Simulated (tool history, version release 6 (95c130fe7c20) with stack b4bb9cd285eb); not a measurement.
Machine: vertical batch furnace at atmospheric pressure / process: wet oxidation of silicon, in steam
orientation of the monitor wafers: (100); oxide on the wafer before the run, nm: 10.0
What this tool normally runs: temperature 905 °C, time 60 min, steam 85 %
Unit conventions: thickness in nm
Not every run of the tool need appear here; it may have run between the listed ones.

run	hour	temperature	time	steam	read-back reference wafer on the same gauge, thickness	thickness
1	0	905	60	85	126.78	149.58
2	48.8	905	60	85	127.03	150.79
3	102.4	905	60	85	126.89	149.47
4	157.1	905	60	81	126.84	143.89
5	295.8	912	60	77	127.08	149.42
6	353.9	905	60	85	127.09	149.57
7	384.3	905	60	85	127.16	149.26
8	455.1	905	60	85	127.11	149.03
# hour 486.4: steam generator serviced
9	519.5	905	60	85	126.81	145.95
10	559.4	905	60	85	127.07	146.37
11	606	905	60	85	127.22	144.85
12	665	905	60	82	126.73	141.39
# hour 691.4: steam generator serviced, repeated, since the last time left the tool worse
13	731	905	60	82	127.1	148.94
14	772.7	920	87.5	80	126.99	235.23
15	813.9	893	36.5	81	127.02	82.88
16	840.3	905	60	85	126.9	154.11
# hour 867.8: thermocouples replaced and temperature profile calibrated
17	904.2	905	79	96	126.78	212.97
18	942.8	905	60	85	127.1	152.8
19	1004.9	905	60	85	127.13	151.73
20	1033.9	882	79.5	92	126.95	152.33
21	1058.9	905	48	78	127.09	118.46

Run 22, settings as shown, results not yet in. Your forecast:
22	1100.3	917	34	88	?	?

Run 22 measured read-back reference wafer on the same gauge, thickness 126.98, thickness 112.35 nm.
Without the tool's hidden state the same run would have given thickness 113.79 nm.
